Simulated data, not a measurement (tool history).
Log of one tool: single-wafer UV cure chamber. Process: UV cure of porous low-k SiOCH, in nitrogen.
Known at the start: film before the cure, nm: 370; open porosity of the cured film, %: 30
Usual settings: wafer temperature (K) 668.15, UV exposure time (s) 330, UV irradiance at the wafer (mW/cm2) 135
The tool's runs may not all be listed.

| run | hour | wafer temperature (K) | UV exposure time (s) | UV irradiance at the wafer (mW/cm2) | loss of film thickness in the cure (%) |
|---|---|---|---|---|---|
| 1 | 0 | 668.15 | 330 | 135 | 17.787 |
| 2 | 49.9 | 668.15 | 330 | 135 | 17.443 |
| 3 | 76 | 668.15 | 330 | 135 | 17.533 |
| 4 | 105.2 | 668.15 | 330 | 107 | 16.493 |
| 5 | 140.1 | 668.15 | 330 | 135 | 17.587 |
| 6 | 169.4 | 668.15 | 330 | 135 | 17.63 |
| 7 | 193.9 | 668.15 | 330 | 135 | 17.524 |
| 8 | 207.9 | 668.15 | 330 | 135 | 17.145 |
| 9 | 232.1 | 668.15 | 330 | 135 | 17.261 |
| 10 | 253.6 | 668.15 | 330 | 135 | 17.125 |
| 11 | 271.1 | 668.15 | 330 | 135 | 17.085 |
| 12 | 294.9 | 668.15 | 330 | 135 | 17.076 |
| 13 | 383.5 | 668.15 | 330 | 135 | 16.643 |
| 14 | 400.9 | 668.15 | 330 | 135 | 16.484 |
|  | 422.6 | quartz window cleaned |
| 15 | 425.7 | 668.15 | 330 | 135 | 18.018 |
| 16 | 455.4 | 683.15 | 250 | 113 | 15.55 |
| 17 | 469.1 | 668.15 | 330 | 170 | 18.816 |
|  | 483.2 | UV bulbs replaced |
| 18 | 483.7 | 668.15 | 220 | 95 | 13.5 |
| 19 | 500.5 | 656.15 | 450 | 115 | 18.076 |
| 20 | 584.5 | 668.15 | 435 | 135 | 18.779 |
| 21 | 596.8 | 655.15 | 330 | 135 | 17.524 |
| 22 | 623.6 | 668.15 | 330 | 135 | 17.87 |
| 23 | 645 | 668.15 | 330 | 119 | 16.922 |
| 24 | 671.2 | 668.15 | 330 | 135 | 17.374 |
| 25 | 699.3 | 668.15 | 330 | 135 | 17.474 |
| 26 | 713.3 | 668.15 | 330 | 101 | 15.78 |
| 27 | 735.6 | 668.15 | 330 | 135 | 16.823 |
| 28 | 754.9 | 668.15 | 330 | 135 | 17.142 |
| 29 | 786.4 | 653.15 | 235 | 135 | 15.029 |
| 30 | 822.1 | 676.15 | 330 | 147 | 17.875 |

4 ways to go on from here, each from the tool as it stands after run 30. What would each give?
| A | 822.5 | 668.15 | 330 | 135 | ? |
| B | 822.5 | 677.15 | 210 | 135 | ? |
| C | 822.5 | 668.15 | 240 | 135 | ? |
| D | 822.5 | 668.15 | 330 | 165 | ? |

| run | loss of film thickness in the cure (%) |
|---|---|
| A | 16.952 |
| B | 14.696 |
| C | 15.224 |
| D | 18.057 |
Without the tool's hidden state the same runs would have given:
| run | loss of film thickness in the cure (%) |
|---|---|
| A | 17.625 |
| B | 15.35 |
| C | 15.884 |
| D | 18.734 |
